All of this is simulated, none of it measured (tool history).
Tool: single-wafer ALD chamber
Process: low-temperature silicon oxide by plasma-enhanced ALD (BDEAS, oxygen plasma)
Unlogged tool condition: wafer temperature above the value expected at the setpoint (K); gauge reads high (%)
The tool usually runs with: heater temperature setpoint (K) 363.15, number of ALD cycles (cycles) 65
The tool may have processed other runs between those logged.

run,hour,heater temperature setpoint (K),number of ALD cycles (cycles),wafers since the last listed run,hours since the last thermocouple change,hours since the gauge calibration,"read-back reference wafer on the same gauge, thickness_nm",mean film thickness on the monitor wafer (angstrom)
1,0,355.15,60,0,1858.6,37.5,9.057,92.35
2,9.6,355.15,60,44,1868.2,47.1,9.059,92.16
3,26.5,359.15,65,77,1885.1,64,9.068,97.99
4,35.6,359.15,65,41,1894.2,73.1,9.062,97.95
5,43.8,359.15,65,37,1902.4,81.3,9.061,98.5
6,55,357.15,72,51,1913.6,92.5,9.054,109.84
7,65.4,357.15,72,47,1924,102.9,9.064,109.64
# hour 80.5: thermocouple changed; heater temperature recalibrated
8,83.2,368.15,52,45,2.7,120.7,9.064,75.93
9,94.2,354.15,78,50,13.7,131.7,9.059,120.33
# hour 99.8: gauge calibrated
10,100.8,375.15,70,30,20.3,1,9.063,99.99
11,113,355.15,60,56,32.5,13.2,9.051,92.14
12,119.3,376.15,68,29,38.8,19.5,9.053,96.55
13,131.2,359.15,65,54,50.7,31.4,9.063,98.23
14,139,363.15,55,35,58.5,39.2,9.068,81.41

Give the tool's hidden conditions for every run:
wafer temperature above the value expected at the setpoint (K): 0 at every run
gauge reads high (%): 0 at every run
